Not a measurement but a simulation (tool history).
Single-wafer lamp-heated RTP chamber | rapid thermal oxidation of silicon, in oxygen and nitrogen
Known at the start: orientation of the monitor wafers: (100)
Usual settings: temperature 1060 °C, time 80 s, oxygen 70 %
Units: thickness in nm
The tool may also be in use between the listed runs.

run	hour	temperature	time	oxygen	wafers since the last listed run	wafers since the last pyrometer calibration	hours since the oxygen flow controller was replaced	hours since the gauge calibration	read-back reference wafer on the same gauge, thickness	thickness
1	0.0	1060	80	82	0	3396	7158.8	186.7	9.615	9.379
2	12.6	1060	80	82	123	3520	7171.4	199.3	9.612	9.352
3	40.3	1060	80	70	271	3791	7199.1	227.0	9.608	8.855
4	60.2	1060	101	70	194	3986	7219.0	246.9	9.605	9.895
# hour 73.4: pyrometer window cleaned and pyrometer calibrated
5	85.6	1060	101	70	170	119	7244.4	272.3	9.610	9.886
6	114.9	1060	101	70	286	406	7273.7	301.6	9.609	9.933
7	139.5	1076	93	70	240	646	7298.3	326.2	9.610	10.608
8	156.6	1060	80	89	167	814	7315.4	343.3	9.606	9.676
9	183.3	1060	80	89	261	1075	7342.1	370.0	9.608	9.723
10	213.7	1060	80	89	297	1373	7372.5	400.4	9.610	9.690
11	233.9	1060	89	70	197	1571	7392.7	420.6	9.609	9.294
12	251.7	1060	89	70	174	1745	7410.5	438.4	9.612	9.304
13	264.3	1060	80	70	123	1869	7423.1	451.0	9.614	8.875
# hour 280.0: oxygen flow controller replaced
14	293.3	1060	80	70	205	2074	13.3	480.0	9.612	8.909
15	319.3	1060	80	70	254	2329	39.3	506.0	9.612	8.819
16	404.1	1084	80	47	830	3159	124.1	590.8	9.610	9.034
# hour 405.2: gauge calibrated
17	422.9	1084	80	47	184	3343	142.9	17.7	9.614	8.999
18	445.4	1060	80	70	220	3564	165.4	40.2	9.614	8.904
19	479.0	1060	80	70	329	3893	199.0	73.8	9.613	8.899
# hour 489.9: pyrometer window cleaned and pyrometer calibrated
20	503.1	1060	42	42	157	129	223.1	97.9	9.608	5.585
21	527.3	1068	117	78	236	366	247.3	122.1	9.610	11.566
22	554.9	1060	43	70	270	636	274.9	149.7	9.611	6.761
23	582.7	1060	80	70	272	908	302.7	177.5	9.606	8.854
24	615.7	1031	80	70	323	1232	335.7	210.5	9.609	7.297
25	647.3	1060	97	48	309	1541	367.3	242.1	9.615	8.446
26	678.0	1060	80	70	300	1842	398.0	272.8	9.611	8.902
27	695.8	1030	80	49	174	2016	415.8	290.6	9.613	6.358
28	719.6	1042	57	41	233	2249	439.6	314.4	9.610	5.594
29	734.5	1074	66	46	145	2395	454.5	329.3	9.611	7.716
30	749.4	1060	53	44	145	2541	469.4	344.2	9.608	6.255
31	778.1	1060	61	53	281	2822	498.1	372.9	9.608	7.138
32	799.3	1060	63	60	207	3029	519.3	394.1	9.609	7.526
33	817.3	1072	93	91	176	3206	537.3	412.1	9.607	11.330
34	851.3	1038	106	88	332	3539	571.3	446.1	9.613	9.435

Forecast each of these 4 alternatives for the next run:
A	851.7	1060	80	70	3	3543	571.7	446.5	?	?
B	851.7	1060	57	54	3	3543	571.7	446.5	?	?
C	851.7	1060	80	83	3	3543	571.7	446.5	?	?
D	851.7	1060	80	60	3	3543	571.7	446.5	?	?

run	read-back reference wafer on the same gauge, thickness	thickness
A	9.608	8.868
B	9.608	6.951
C	9.608	9.428
D	9.608	8.392
Without the tool's hidden state the same runs would have given:
run	thickness
A	8.868
B	6.951
C	9.428
D	8.392
